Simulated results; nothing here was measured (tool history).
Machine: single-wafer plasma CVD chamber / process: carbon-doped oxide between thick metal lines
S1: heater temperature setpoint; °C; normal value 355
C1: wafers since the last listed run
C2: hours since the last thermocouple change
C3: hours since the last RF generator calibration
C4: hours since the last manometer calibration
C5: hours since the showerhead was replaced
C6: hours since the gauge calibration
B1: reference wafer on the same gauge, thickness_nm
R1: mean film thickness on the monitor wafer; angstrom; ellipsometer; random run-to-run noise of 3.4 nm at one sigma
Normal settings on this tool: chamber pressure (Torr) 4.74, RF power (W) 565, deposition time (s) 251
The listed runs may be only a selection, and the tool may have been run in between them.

run 1 day=0 | S1=355 chamber_pressure_(Torr)=4.74 RF_power_(W)=565 deposition_time_(s)=251 | C1=0 C2=67.8 C3=2044.5 C4=657.6 C5=2902.8 C6=897.8 | B1=1340.765 | R1=12882.5
run 2 day=0.779 | S1=355 chamber_pressure_(Torr)=4.74 RF_power_(W)=565 deposition_time_(s)=251 | C1=151 C2=86.5 C3=2063.2 C4=676.3 C5=2921.5 C6=916.5 | B1=1340.313 | R1=12821.26
-- day=1.679 showerhead replaced
run 3 day=4.767 | S1=355 chamber_pressure_(Torr)=4.74 RF_power_(W)=565 deposition_time_(s)=251 | C1=710 C2=182.2 C3=2158.9 C4=772 C5=74.1 C6=1012.2 | B1=1340.287 | R1=12810.59
run 4 day=5.342 | S1=355 chamber_pressure_(Torr)=4.74 RF_power_(W)=565 deposition_time_(s)=251 | C1=111 C2=196 C3=2172.7 C4=785.8 C5=87.9 C6=1026 | B1=1340.7 | R1=12786.27
run 5 day=6.462 | S1=346 chamber_pressure_(Torr)=4.74 RF_power_(W)=565 deposition_time_(s)=251 | C1=217 C2=222.9 C3=2199.6 C4=812.7 C5=114.8 C6=1052.9 | B1=1339.191 | R1=13054.02
run 6 day=7.475 | S1=355 chamber_pressure_(Torr)=4.74 RF_power_(W)=565 deposition_time_(s)=251 | C1=196 C2=247.2 C3=2223.9 C4=837 C5=139.1 C6=1077.2 | B1=1340.618 | R1=12790.88
run 7 day=8.808 | S1=355 chamber_pressure_(Torr)=4.74 RF_power_(W)=565 deposition_time_(s)=251 | C1=259 C2=279.2 C3=2255.9 C4=869 C5=171.1 C6=1109.2 | B1=1340.107 | R1=12851
run 8 day=9.746 | S1=355 chamber_pressure_(Torr)=4.74 RF_power_(W)=565 deposition_time_(s)=251 | C1=182 C2=301.7 C3=2278.4 C4=891.5 C5=193.6 C6=1131.7 | B1=1340.254 | R1=12762.2
-- day=9.921 gauge calibrated
run 9 day=11.017 | S1=355 chamber_pressure_(Torr)=4.74 RF_power_(W)=565 deposition_time_(s)=251 | C1=247 C2=332.2 C3=2308.9 C4=922 C5=224.1 C6=26.3 | B1=1339.881 | R1=12737.82
-- day=11.392 capacitance manometer re-zeroed and calibrated
run 10 day=11.596 | S1=344 chamber_pressure_(Torr)=4.74 RF_power_(W)=565 deposition_time_(s)=251 | C1=47 C2=346.1 C3=2322.8 C4=4.9 C5=238 C6=40.2 | B1=1341.711 | R1=13132.46
run 11 day=13.258 | S1=350 chamber_pressure_(Torr)=3.58 RF_power_(W)=620 deposition_time_(s)=286 | C1=323 C2=386 C3=2362.7 C4=44.8 C5=277.9 C6=80.1 | B1=1339.988 | R1=14964.5
run 12 day=15.942 | S1=355 chamber_pressure_(Torr)=4.74 RF_power_(W)=565 deposition_time_(s)=251 | C1=521 C2=450.4 C3=2427.1 C4=109.2 C5=342.3 C6=144.5 | B1=1340.25 | R1=12760.96
run 13 day=16.504 | S1=355 chamber_pressure_(Torr)=4.74 RF_power_(W)=535 deposition_time_(s)=251 | C1=109 C2=463.9 C3=2440.6 C4=122.7 C5=355.8 C6=158 | B1=1340.043 | R1=12357.58
run 14 day=17.575 | S1=355 chamber_pressure_(Torr)=4.74 RF_power_(W)=565 deposition_time_(s)=251 | C1=208 C2=489.6 C3=2466.3 C4=148.4 C5=381.5 C6=183.7 | B1=1341.007 | R1=12751.24
run 15 day=19.025 | S1=355 chamber_pressure_(Torr)=4.74 RF_power_(W)=565 deposition_time_(s)=266 | C1=281 C2=524.4 C3=2501.1 C4=183.2 C5=416.3 C6=218.5 | B1=1340.423 | R1=13482.13
run 16 day=19.829 | S1=355 chamber_pressure_(Torr)=4.18 RF_power_(W)=615 deposition_time_(s)=251 | C1=156 C2=543.7 C3=2520.4 C4=202.5 C5=435.6 C6=237.8 | B1=1340.36 | R1=13087.2
run 17 day=20.588 | S1=355 chamber_pressure_(Torr)=4.74 RF_power_(W)=565 deposition_time_(s)=251 | C1=147 C2=561.9 C3=2538.6 C4=220.7 C5=453.8 C6=256 | B1=1340.455 | R1=12744.7
-- day=21.533 RF generator calibrated
run 18 day=21.554 | S1=355 chamber_pressure_(Torr)=5.56 RF_power_(W)=465 deposition_time_(s)=274 | C1=123 C2=585.1 C3=0.5 C4=243.9 C5=477 C6=279.2 | B1=1339.625 | R1=13161.3
run 19 day=22.079 | S1=355 chamber_pressure_(Torr)=4.74 RF_power_(W)=565 deposition_time_(s)=251 | C1=102 C2=597.7 C3=13.1 C4=256.5 C5=489.6 C6=291.8 | B1=1340.122 | R1=13159.5
run 20 day=22.588 | S1=355 chamber_pressure_(Torr)=3.59 RF_power_(W)=565 deposition_time_(s)=251 | C1=98 C2=609.9 C3=25.3 C4=268.7 C5=501.8 C6=304 | B1=1338.759 | R1=12665.9
run 21 day=24.954 | S1=355 chamber_pressure_(Torr)=4.74 RF_power_(W)=500 deposition_time_(s)=279 | C1=460 C2=666.7 C3=82.1 C4=325.5 C5=558.6 C6=360.8 | B1=1340.725 | R1=13564.26
run 22 day=25.754 | S1=341 chamber_pressure_(Torr)=4.74 RF_power_(W)=610 deposition_time_(s)=251 | C1=155 C2=685.9 C3=101.3 C4=344.7 C5=577.8 C6=380 | B1=1340.139 | R1=14025.16
run 23 day=26.775 | S1=355 chamber_pressure_(Torr)=4.74 RF_power_(W)=625 deposition_time_(s)=251 | C1=198 C2=710.4 C3=125.8 C4=369.2 C5=602.3 C6=404.5 | B1=1341.287 | R1=13746.53
run 24 day=27.933 | S1=355 chamber_pressure_(Torr)=4.74 RF_power_(W)=565 deposition_time_(s)=251 | C1=225 C2=738.2 C3=153.6 C4=397 C5=630.1 C6=432.3 | B1=1339.108 | R1=13086.21
run 25 day=29.233 | S1=355 chamber_pressure_(Torr)=4.74 RF_power_(W)=565 deposition_time_(s)=228 | C1=252 C2=769.4 C3=184.8 C4=428.2 C5=661.3 C6=463.5 | B1=1340.956 | R1=11854.6
run 26 day=30.3 | S1=355 chamber_pressure_(Torr)=4.47 RF_power_(W)=565 deposition_time_(s)=251 | C1=207 C2=795 C3=210.4 C4=453.8 C5=686.9 C6=489.1 | B1=1341.22 | R1=12946.66
run 27 day=31.021 | S1=355 chamber_pressure_(Torr)=4.74 RF_power_(W)=675 deposition_time_(s)=251 | C1=140 C2=812.3 C3=227.7 C4=471.1 C5=704.2 C6=506.4 | B1=1340.51 | R1=14384.94
run 28 day=32.208 | S1=349 chamber_pressure_(Torr)=4.74 RF_power_(W)=645 deposition_time_(s)=251 | C1=230 C2=840.8 C3=256.2 C4=499.6 C5=732.7 C6=534.9 | B1=1340.876 | R1=14170.8

Each row is a separate what-if for the run after 28, all from the same tool condition, not one after another. Results?
run A day=32.229 | S1=355 chamber_pressure_(Torr)=4.74 RF_power_(W)=565 deposition_time_(s)=251 | C1=4 C2=841.3 C3=256.7 C4=500.1 C5=733.2 C6=535.4 | B1=? | R1=?
run B day=32.229 | S1=362 chamber_pressure_(Torr)=4.1 RF_power_(W)=620 deposition_time_(s)=295 | C1=4 C2=841.3 C3=256.7 C4=500.1 C5=733.2 C6=535.4 | B1=? | R1=?
run C day=32.229 | S1=355 chamber_pressure_(Torr)=4.74 RF_power_(W)=565 deposition_time_(s)=281 | C1=4 C2=841.3 C3=256.7 C4=500.1 C5=733.2 C6=535.4 | B1=? | R1=?
run D day=32.229 | S1=355 chamber_pressure_(Torr)=5.9 RF_power_(W)=625 deposition_time_(s)=276 | C1=4 C2=841.3 C3=256.7 C4=500.1 C5=733.2 C6=535.4 | B1=? | R1=?

run=A B1=1339.601 R1=13009.12
run=B B1=1339.601 R1=15515.82
run=C B1=1339.601 R1=14560.65
run=D B1=1339.601 R1=15540.33
Stripped of hidden state, with their random variation kept, the same runs would have yielded:
run=A R1=13161.51
run=B R1=15687.71
run=C R1=14731.21
run=D R1=15722.38
